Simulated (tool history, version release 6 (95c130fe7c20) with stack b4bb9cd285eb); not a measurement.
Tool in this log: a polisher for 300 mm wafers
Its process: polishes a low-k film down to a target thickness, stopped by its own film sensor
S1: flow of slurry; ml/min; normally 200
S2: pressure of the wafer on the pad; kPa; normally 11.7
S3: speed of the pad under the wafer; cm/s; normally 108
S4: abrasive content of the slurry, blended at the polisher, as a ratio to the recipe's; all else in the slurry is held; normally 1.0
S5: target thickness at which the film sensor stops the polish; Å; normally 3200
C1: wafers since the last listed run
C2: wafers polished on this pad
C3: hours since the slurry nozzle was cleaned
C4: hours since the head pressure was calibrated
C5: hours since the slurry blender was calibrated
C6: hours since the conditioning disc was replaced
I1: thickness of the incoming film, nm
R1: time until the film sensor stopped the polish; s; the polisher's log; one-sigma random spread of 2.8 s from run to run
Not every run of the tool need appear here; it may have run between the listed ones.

Run 1, hour 0.0: usual settings but S2 10.3 kPa; C1 0; C2 404; C3 29.9; C4 940.1; C5 69.2; C6 466.8; I1 384.4. Result: R1 225.7 s.
Run 2, hour 9.0: usual settings; C1 48; C2 453; C3 38.9; C4 949.1; C5 78.2; C6 475.8; I1 376.8. Result: R1 178.0 s.
Run 3, hour 15.1: usual settings; C1 33; C2 486; C3 45.0; C4 955.2; C5 84.3; C6 481.9; I1 383.8. Result: R1 201.8 s.
Run 4, hour 29.6: usual settings; C1 78; C2 565; C3 59.5; C4 969.7; C5 98.8; C6 496.4; I1 385.3. Result: R1 212.1 s.
At hour 42.1: worn pad replaced by a new one.
Run 5, hour 46.5: usual settings; C1 70; C2 23; C3 76.4; C4 986.6; C5 115.7; C6 513.3; I1 383.8. Result: R1 187.7 s.
Run 6, hour 61.9: usual settings but S4 1.1; C1 83; C2 107; C3 91.8; C4 1002.0; C5 131.1; C6 528.7; I1 378.8. Result: R1 165.5 s.
At hour 69.1: conditioning disc replaced and pad reconditioned.
Run 7, hour 69.7: usual settings; C1 31; C2 139; C3 99.6; C4 1009.8; C5 138.9; C6 0.6; I1 381.9. Result: R1 181.1 s.
Run 8, hour 83.4: usual settings; C1 74; C2 213; C3 113.3; C4 1023.5; C5 152.6; C6 14.3; I1 380.9. Result: R1 193.3 s.
Run 9, hour 96.8: usual settings; C1 72; C2 286; C3 126.7; C4 1036.9; C5 166.0; C6 27.7; I1 380.9. Result: R1 186.8 s.
Run 10, hour 105.1: usual settings but S5 3060 Å; C1 45; C2 331; C3 135.0; C4 1045.2; C5 174.3; C6 36.0; I1 384.7. Result: R1 250.5 s.
Run 11, hour 111.9: usual settings but S4 0.8, S5 3040 Å; C1 36; C2 368; C3 141.8; C4 1052.0; C5 181.1; C6 42.8; I1 383.4. Result: R1 304.4 s.
At hour 148.0: worn pad replaced by a new one.
Run 12, hour 159.4: usual settings but S3 88 cm/s; C1 236; C2 62; C3 189.3; C4 1099.5; C5 228.6; C6 90.3; I1 376.9. Result: R1 213.6 s.
Run 13, hour 171.7: usual settings but S3 96 cm/s; C1 66; C2 128; C3 201.6; C4 1111.8; C5 240.9; C6 102.6; I1 380.2. Result: R1 206.2 s.
At hour 177.7: slurry blender recalibrated.
At hour 185.4: slurry nozzle cleaned.
Run 14, hour 188.7: usual settings but S4 0.8; C1 76; C2 205; C3 3.3; C4 1128.8; C5 11.0; C6 119.6; I1 380.9. Result: R1 211.4 s.
Run 15, hour 200.1: usual settings; C1 62; C2 267; C3 14.7; C4 1140.2; C5 22.4; C6 131.0; I1 379.3. Result: R1 173.7 s.
Run 16, hour 211.9: usual settings but S2 10.3 kPa; C1 64; C2 331; C3 26.5; C4 1152.0; C5 34.2; C6 142.8; I1 375.0. Result: R1 185.5 s.
Run 17, hour 223.9: usual settings but S5 3400 Å; C1 65; C2 396; C3 38.5; C4 1164.0; C5 46.2; C6 154.8; I1 378.5. Result: R1 114.3 s.
At hour 234.8: head pressure recalibrated.
Run 18, hour 240.0: usual settings but S2 8.3 kPa, S3 84 cm/s; C1 76; C2 473; C3 54.6; C4 5.2; C5 62.3; C6 170.9; I1 378.2. Result: R1 305.6 s.
Run 19, hour 253.8: usual settings but S1 135 ml/min, S2 15.9 kPa, S5 3390 Å; C1 75; C2 548; C3 68.4; C4 19.0; C5 76.1; C6 184.7; I1 379.3. Result: R1 103.1 s.

Forecast run 20:
Run 20, hour 263.7: usual settings but S2 8.3 kPa, S4 0.7; C1 53; C2 602; C3 78.3; C4 28.9; C5 86.0; C6 194.6; I1 377.6. Result: R1 ?.

Run 20 gave R1 352.3 s.
With the hidden condition absent and the run-to-run variation left alone, this run would have shown R1 307.5 s.
